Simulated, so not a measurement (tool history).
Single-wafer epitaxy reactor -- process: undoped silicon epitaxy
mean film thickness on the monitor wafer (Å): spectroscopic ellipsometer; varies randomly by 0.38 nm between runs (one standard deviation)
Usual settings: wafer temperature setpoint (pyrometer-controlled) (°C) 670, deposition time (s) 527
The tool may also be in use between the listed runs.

run,hour,wafer temperature setpoint (pyrometer-controlled) (°C),deposition time (s),wafers since the last listed run,hours since the last pyrometer calibration,hours since the gauge calibration,"read-back reference wafer on the same gauge, thickness_nm",mean film thickness on the monitor wafer (Å)
1,0.0,670,486,0,1494.4,31.5,124.894,1347.82
2,19.9,670,486,89,1514.3,51.4,125.040,1343.73
3,31.9,675,527,54,1526.3,63.4,125.040,1618.19
4,58.1,677,481,118,1552.5,89.6,125.035,1536.90
5,72.8,670,527,66,1567.2,104.3,124.962,1458.05
6,96.9,670,527,108,1591.3,128.4,125.049,1453.83
7,134.4,660,527,169,1628.8,165.9,125.009,1191.31
8,161.3,670,527,121,1655.7,192.8,125.011,1466.21
9,180.0,670,527,84,1674.4,211.5,124.951,1464.91
10,197.9,670,527,80,1692.3,229.4,125.003,1456.44
11,232.0,676,436,153,1726.4,263.5,124.979,1366.53
# hour 257.9: pyrometer calibrated
12,258.4,670,589,83,0.5,289.9,124.975,1448.57
13,275.7,670,566,78,17.8,307.2,125.046,1398.61
14,304.8,658,598,131,46.9,336.3,125.024,1154.64
15,340.5,678,499,161,82.6,372.0,124.973,1456.51
# hour 343.6: gauge calibrated
16,371.4,670,527,139,113.5,27.8,124.979,1323.08
17,402.6,679,472,140,144.7,59.0,124.969,1436.05
18,421.2,670,527,83,163.3,77.6,124.932,1335.79
19,445.0,659,527,107,187.1,101.4,124.990,1066.25
20,479.9,670,527,157,222.0,136.3,125.061,1346.03

Some steps in mean film thickness on the monitor wafer (Å) between neighbouring runs. How much of each would the tool show without its hidden state too (settings, what came in, random variation), and how much is left for the hidden state, with any gauge scatter that isn't in both results?
The tool's hidden condition here consists of: wafer temperature above the value expected at the setpoint (K); gauge reads high (%).
Run 2 -> 3: wafer temperature setpoint (pyrometer-controlled) (°C) 670 -> 675, deposition time (s) 486 -> 527. mean film thickness on the monitor wafer (Å) +274.46: hidden state +30.85, all else +243.61.
Run 11 -> 12: wafer temperature setpoint (pyrometer-controlled) (°C) 676 -> 670, deposition time (s) 436 -> 589, pyrometer calibrated. mean film thickness on the monitor wafer (Å) +82.04: hidden state -156.86, all else +238.90.
Run 14 -> 15: wafer temperature setpoint (pyrometer-controlled) (°C) 658 -> 678, deposition time (s) 598 -> 499. mean film thickness on the monitor wafer (Å) +301.87: hidden state +13.87, all else +288.00.
Run 19 -> 20: wafer temperature setpoint (pyrometer-controlled) (°C) 659 -> 670. mean film thickness on the monitor wafer (Å) +279.78: hidden state +17.34, all else +262.44.
